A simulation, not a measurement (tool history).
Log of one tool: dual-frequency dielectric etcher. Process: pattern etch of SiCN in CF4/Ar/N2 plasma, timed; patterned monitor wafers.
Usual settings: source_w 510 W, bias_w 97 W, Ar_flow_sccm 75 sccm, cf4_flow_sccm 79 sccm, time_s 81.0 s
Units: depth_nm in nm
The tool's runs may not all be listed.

run   hour  source_w  bias_w  Ar_flow_sccm  cf4_flow_sccm  time_s  read-back reference wafer on the same gauge, depth_nm  depth_nm
  1    0.0       510      97            75             79    64.0                                                   79.5      68.4
  2   34.9       510      97            75             88    81.0                                                   79.5      86.9
  3   69.0       410      97            75             79    99.5                                                   79.6      86.1
     130.4  -- Ar flow controller replaced
  4  130.9       580      97            75             86    81.0                                                   79.7      98.5
     144.8  -- bias power generator calibrated
  5  148.6       510      97            75             65    71.0                                                   79.8      75.3
  6  161.0       510      97            83             65    81.0                                                   79.9      83.7
  7  192.9       590     118            67             90    81.0                                                   80.0     106.6
  8  208.0       470      97            83             66    89.0                                                   80.0      85.1
  9  223.6       510      97            75             79    81.0                                                   80.0      86.7
     235.8  -- CF4 flow controller replaced
 10  248.1       510      97            70             79    58.0                                                   80.1      63.3
 11  273.8       630      97            91             90   105.0                                                   80.2     134.9
 12  297.0       610      97            67             79    81.0                                                   80.3     104.4
 13  324.7       510      88            60             61    87.5                                                   80.3      93.6
 14  341.6       440      97            69             79    93.5                                                   80.5      89.1
 15  357.9       560      97            75             90   101.5                                                   80.5     122.0
     397.3  -- wet clean of the chamber
 16  397.8       410      97            92             92    81.0                                                   80.8      69.7
 17  400.5       510      97            70             79    58.0                                                   80.7      63.5
 18  432.7       510      75            62             99    57.5                                                   81.0      62.0
 19  445.7       410     110            75             60    67.5                                                   81.1      59.9
 20  468.5       510      97            75             65    81.0                                                   81.4      86.6
 21  489.3       510      97            75             79    81.0                                                   81.4      88.5

The same runs without the tool's hidden state, with the same run-to-run variation:
The hidden state here: etch rate over this chamber's usual, %; source power that arrives over what is set, %; bias power that arrives over what is set, %; Ar flow that arrives over what is set, %; CF4 flow that arrives over what is set, %; gauge reads high (%).
run  depth_nm
  1      68.3
  2      86.7
  3      85.9
  4      98.1
  5      74.9
  6      83.3
  7     105.9
  8      84.5
  9      86.0
 10      62.7
 11     133.5
 12     103.2
 13      92.4
 14      87.9
 15     120.2
 16      68.4
 17      62.4
 18      60.7
 19      58.7
 20      84.6
 21      86.4
